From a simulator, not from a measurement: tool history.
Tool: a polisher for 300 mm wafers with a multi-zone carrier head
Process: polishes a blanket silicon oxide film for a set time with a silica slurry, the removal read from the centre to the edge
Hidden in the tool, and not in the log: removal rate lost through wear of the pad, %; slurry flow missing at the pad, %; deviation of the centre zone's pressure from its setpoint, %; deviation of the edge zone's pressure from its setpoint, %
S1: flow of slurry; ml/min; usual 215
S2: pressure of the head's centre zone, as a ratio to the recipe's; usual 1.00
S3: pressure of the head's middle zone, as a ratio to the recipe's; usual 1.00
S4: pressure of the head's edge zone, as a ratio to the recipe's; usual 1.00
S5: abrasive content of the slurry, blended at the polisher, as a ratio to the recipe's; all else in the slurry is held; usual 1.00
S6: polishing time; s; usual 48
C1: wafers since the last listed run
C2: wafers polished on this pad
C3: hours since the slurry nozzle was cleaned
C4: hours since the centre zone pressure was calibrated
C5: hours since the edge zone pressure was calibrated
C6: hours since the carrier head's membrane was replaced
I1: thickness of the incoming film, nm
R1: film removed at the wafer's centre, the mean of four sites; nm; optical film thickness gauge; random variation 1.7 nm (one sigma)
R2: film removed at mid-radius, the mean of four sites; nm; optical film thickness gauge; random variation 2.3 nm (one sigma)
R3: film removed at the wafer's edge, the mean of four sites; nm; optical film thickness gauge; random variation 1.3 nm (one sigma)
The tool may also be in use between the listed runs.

run,hour,S1,S2,S3,S4,S5,S6,C1,C2,C3,C4,C5,C6,I1,R1,R2,R3
1,0.0,215,1.00,1.00,1.00,1.15,48,0,2934,187.3,883.2,325.4,120.5,843.3,151.3,162.0,156.3
# hour 7.4: worn pad replaced by a new one
2,89.7,215,1.00,1.00,1.00,1.00,36,946,909,277.0,972.9,415.1,210.2,848.4,101.5,107.8,110.2
3,272.9,215,1.00,1.00,1.00,1.00,36,2024,2933,460.2,1156.1,598.3,393.4,845.1,95.3,104.3,107.8
# hour 280.7: worn pad replaced by a new one
4,335.0,215,1.00,1.00,1.00,1.00,48,641,599,522.3,1218.2,660.4,455.5,842.9,125.4,143.3,144.9
5,383.9,215,1.00,1.00,1.00,1.00,48,540,1139,571.2,1267.1,709.3,504.4,831.9,125.1,144.4,144.6
# hour 453.4: carrier head's membrane replaced by a new one
6,465.3,215,1.00,1.07,1.00,1.00,48,844,1984,652.6,1348.5,790.7,11.9,854.6,122.3,146.7,142.5
7,519.9,215,1.00,1.07,1.00,1.00,48,603,2587,707.2,1403.1,845.3,66.5,826.2,120.8,149.1,141.2
# hour 575.4: edge zone pressure recalibrated
8,611.7,215,1.00,1.07,1.00,1.00,48,992,3579,799.0,1494.9,36.3,158.3,832.8,118.2,147.9,140.9
# hour 616.5: worn pad replaced by a new one
9,659.0,215,1.00,1.00,1.00,1.00,48,478,469,846.3,1542.2,83.6,205.6,833.9,114.2,135.6,143.2
# hour 680.6: slurry nozzle cleaned
# hour 686.8: centre zone pressure recalibrated
10,705.0,215,1.00,1.00,1.00,1.15,48,475,944,24.4,18.2,129.6,251.6,827.8,159.9,163.2,160.0
11,807.2,280,1.00,1.00,1.00,1.00,57,1129,2073,126.6,120.4,231.8,353.8,839.8,183.2,183.0,181.2
12,854.4,215,1.00,1.00,1.00,1.00,48,521,2595,173.8,167.6,279.0,401.0,823.2,145.7,146.7,145.2
# hour 940.9: worn pad replaced by a new one
13,941.6,155,1.00,1.00,1.00,1.00,48,919,8,261.0,254.8,366.2,488.2,827.9,132.4,132.4,136.9
# hour 980.9: carrier head's membrane replaced by a new one
14,1046.0,215,1.00,1.00,1.00,1.00,48,1098,1106,365.4,359.2,470.6,65.1,841.2,138.3,143.1,143.0
15,1119.3,215,1.00,0.97,0.90,0.80,48,809,1916,438.7,432.5,543.9,138.4,849.3,124.1,122.0,123.4
16,1164.9,240,1.06,1.04,1.00,1.20,48,503,2420,484.3,478.1,589.5,184.0,836.0,160.1,163.0,156.9
# hour 1225.5: worn pad replaced by a new one
17,1260.1,285,1.12,1.00,1.00,1.00,48,1007,382,579.5,573.3,684.7,279.2,854.7,158.2,150.0,145.8
18,1318.0,215,1.00,0.97,1.00,1.00,41,639,1022,637.4,631.2,742.6,337.1,842.9,113.8,114.0,121.7
19,1355.2,215,1.03,1.00,1.00,1.00,48,411,1433,674.6,668.4,779.8,374.3,844.1,135.6,137.6,140.9
20,1414.5,215,1.06,1.07,1.00,0.80,48,655,2088,733.9,727.7,839.1,433.6,835.7,123.6,130.9,126.6

Forecast each of these 5 alternatives for the next run:
A,1414.9,215,1.00,1.00,1.00,1.00,48,4,2092,734.3,728.1,839.5,434.0,823.3,?,?,?
B,1414.9,215,1.00,1.00,1.11,1.00,43,4,2092,734.3,728.1,839.5,434.0,823.3,?,?,?
C,1414.9,215,1.04,1.00,1.08,1.00,48,4,2092,734.3,728.1,839.5,434.0,823.3,?,?,?
D,1414.9,255,1.00,1.00,1.00,1.00,40,4,2092,734.3,728.1,839.5,434.0,823.3,?,?,?
E,1414.9,215,0.90,1.00,1.03,0.75,48,4,2092,734.3,728.1,839.5,434.0,823.3,?,?,?

run,R1,R2,R3
A,129.4,140.6,141.4
B,115.9,125.9,133.4
C,133.9,140.5,146.9
D,112.9,122.0,121.3
E,102.3,122.0,124.4
Without the tool's hidden state the same runs would have given:
run,R1,R2,R3
A,150.0,156.6,152.8
B,134.4,140.3,144.2
C,155.3,156.6,158.7
D,128.2,133.5,129.6
E,118.7,135.9,134.5
